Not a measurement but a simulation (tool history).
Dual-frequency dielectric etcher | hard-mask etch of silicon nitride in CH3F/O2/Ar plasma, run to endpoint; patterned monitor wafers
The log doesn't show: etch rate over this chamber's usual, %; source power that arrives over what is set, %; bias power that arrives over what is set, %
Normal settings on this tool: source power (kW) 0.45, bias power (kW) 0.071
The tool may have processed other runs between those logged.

| run | hour | source power (kW) | bias power (kW) | wafers since the last listed run | hours since the last wet clean | hours since the last source power generator calibration | hours since the last bias power generator calibration | hours since the last upper electrode change | incoming incoming film thickness, nm | endpoint time (s) |
|---|---|---|---|---|---|---|---|---|---|---|
| 1 | 0 | 0.45 | 0.071 | 0 | 134.8 | 1273.8 | 3671.2 | 5858.4 | 32.19 | 45.8 |
| 2 | 16 | 0.48 | 0.071 | 212 | 150.8 | 1289.8 | 3687.2 | 5874.4 | 32.39 | 44.6 |
| 3 | 46.3 | 0.48 | 0.071 | 401 | 181.1 | 1320.1 | 3717.5 | 5904.7 | 32.45 | 44.5 |
| 4 | 78.8 | 0.48 | 0.071 | 430 | 213.6 | 1352.6 | 3750 | 5937.2 | 32.3 | 44.6 |
| 5 | 103.4 | 0.45 | 0.071 | 325 | 238.2 | 1377.2 | 3774.6 | 5961.8 | 32.31 | 46.3 |
| 6 | 136.5 | 0.45 | 0.071 | 438 | 271.3 | 1410.3 | 3807.7 | 5994.9 | 32.4 | 46.5 |
|  | 154.4 | bias power generator calibrated |
| 7 | 154.9 | 0.45 | 0.071 | 190 | 289.7 | 1428.7 | 0.5 | 6013.3 | 32.53 | 46.7 |
| 8 | 176.9 | 0.45 | 0.071 | 291 | 311.7 | 1450.7 | 22.5 | 6035.3 | 32.59 | 46.7 |
|  | 205.2 | source power generator calibrated |
|  | 206.3 | wet clean of the chamber |
| 9 | 206.8 | 0.45 | 0.071 | 328 | 0.5 | 1.6 | 52.4 | 6065.2 | 32.07 | 45.6 |
| 10 | 250.9 | 0.45 | 0.071 | 584 | 44.6 | 45.7 | 96.5 | 6109.3 | 32.34 | 46 |
| 11 | 269.1 | 0.38 | 0.076 | 241 | 62.8 | 63.9 | 114.7 | 6127.5 | 32.09 | 48.7 |
|  | 316.8 | upper electrode replaced |
| 12 | 317.3 | 0.35 | 0.064 | 320 | 111 | 112.1 | 162.9 | 0.5 | 32.26 | 55.3 |
| 13 | 317.6 | 0.54 | 0.079 | 3 | 111.3 | 112.4 | 163.2 | 0.8 | 32.37 | 40.2 |
| 14 | 335.3 | 0.36 | 0.065 | 234 | 129 | 130.1 | 180.9 | 18.5 | 32.18 | 53.8 |
| 15 | 357.6 | 0.36 | 0.065 | 295 | 151.3 | 152.4 | 203.2 | 40.8 | 32.47 | 54.5 |
| 16 | 376.2 | 0.54 | 0.078 | 246 | 169.9 | 171 | 221.8 | 59.4 | 32.3 | 40.4 |

The next listed run, before its measurement:
| 17 | 409.6 | 0.45 | 0.06 | 442 | 203.3 | 204.4 | 255.2 | 92.8 | 32.31 | ? |

{"run 17": {"endpoint time (s)": 49.3}}
The same run, on a tool lacking any hidden state, would have yielded endpoint time (s) 48.7.

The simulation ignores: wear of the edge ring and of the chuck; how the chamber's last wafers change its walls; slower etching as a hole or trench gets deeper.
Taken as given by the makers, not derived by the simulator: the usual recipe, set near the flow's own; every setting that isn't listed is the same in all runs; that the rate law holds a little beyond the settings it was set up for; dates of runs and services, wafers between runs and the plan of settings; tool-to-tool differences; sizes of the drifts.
